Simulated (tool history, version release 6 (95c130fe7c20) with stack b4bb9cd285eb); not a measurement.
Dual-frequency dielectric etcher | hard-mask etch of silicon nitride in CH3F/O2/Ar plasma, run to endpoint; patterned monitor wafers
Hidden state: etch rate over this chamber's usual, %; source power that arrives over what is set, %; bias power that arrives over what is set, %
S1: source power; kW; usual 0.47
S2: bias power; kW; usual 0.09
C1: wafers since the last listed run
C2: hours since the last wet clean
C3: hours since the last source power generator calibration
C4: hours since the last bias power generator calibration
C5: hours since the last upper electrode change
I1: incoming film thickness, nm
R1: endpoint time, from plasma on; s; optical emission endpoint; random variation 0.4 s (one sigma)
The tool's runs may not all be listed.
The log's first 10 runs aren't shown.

run,day,S1,S2,C1,C2,C3,C4,C5,I1,R1
11,19.604,0.47,0.09,539,284.3,3606.2,310,3859.4,55,72.8
12,21.475,0.42,0.096,509,329.2,3651.1,354.9,3904.3,55.4,74.3
13,22.483,0.47,0.09,274,353.4,3675.3,379.1,3928.5,55.8,73.8
14,24.783,0.4,0.09,626,408.6,3730.5,434.3,3983.7,55,78.7
15,27.408,0.59,0.09,715,471.6,3793.5,497.3,4046.7,55.2,68.5
16,29.046,0.47,0.09,446,510.9,3832.8,536.6,4086,55.1,74.1
# day 31.529: source power generator calibrated
# day 32.746: wet clean of the chamber
17,32.767,0.58,0.09,696,0.5,29.7,625.9,4175.3,55.3,66.5
18,34.312,0.35,0.082,421,37.6,66.8,663,4212.4,55.3,84.6
19,36.658,0.42,0.075,639,93.9,123.1,719.3,4268.7,55.5,82.4
20,41.038,0.47,0.09,1193,199,228.2,824.4,4373.8,54.7,72.3
21,42.917,0.47,0.09,512,244.1,273.3,869.5,4418.9,54.9,71.6
# day 44.642: upper electrode replaced
22,44.662,0.47,0.09,203,286,315.2,911.4,0.5,54.9,73.3
23,45.533,0.47,0.107,237,306.9,336.1,932.3,21.4,54.7,66
24,47.904,0.37,0.069,646,363.8,393,989.2,78.3,54.9,91.9
25,49.888,0.35,0.075,540,411.4,440.6,1036.8,125.9,55.1,90.1
26,51.417,0.39,0.08,416,448.1,477.3,1073.5,162.6,55.4,84.9
27,54.092,0.39,0.09,729,512.3,541.5,1137.7,226.8,55,79.2
28,55.625,0.56,0.108,417,549.1,578.3,1174.5,263.6,55.1,63.9
29,57.883,0.37,0.082,615,603.3,632.5,1228.7,317.8,55,85.4
# day 60.583: wet clean of the chamber
30,65.158,0.47,0.09,1710,109.8,807.1,1403.3,492.4,55.7,73.5
31,67.429,0.44,0.083,618,164.3,861.6,1457.8,546.9,55.1,78.4
32,75.971,0.47,0.09,2328,369.3,1066.6,1662.8,751.9,55.3,74.8
33,77.354,0.56,0.073,377,402.5,1099.8,1696,785.1,55.2,77.7
34,78.525,0.44,0.077,319,430.6,1127.9,1724.1,813.2,55.1,83
35,80.896,0.42,0.101,646,487.5,1184.8,1781,870.1,54.9,73.5

Forecast each of these 4 alternatives for the next run:
A,80.912,0.47,0.09,4,487.9,1185.2,1781.4,870.5,55,?
B,80.912,0.54,0.109,4,487.9,1185.2,1781.4,870.5,55,?
C,80.912,0.39,0.107,4,487.9,1185.2,1781.4,870.5,55,?
D,80.912,0.58,0.084,4,487.9,1185.2,1781.4,870.5,55,?

run,R1
A,75.7
B,65.4
C,73.9
D,72.8
Without the tool's hidden state the same runs would have given:
run,R1
A,72
B,62.2
C,70.3
D,69.2

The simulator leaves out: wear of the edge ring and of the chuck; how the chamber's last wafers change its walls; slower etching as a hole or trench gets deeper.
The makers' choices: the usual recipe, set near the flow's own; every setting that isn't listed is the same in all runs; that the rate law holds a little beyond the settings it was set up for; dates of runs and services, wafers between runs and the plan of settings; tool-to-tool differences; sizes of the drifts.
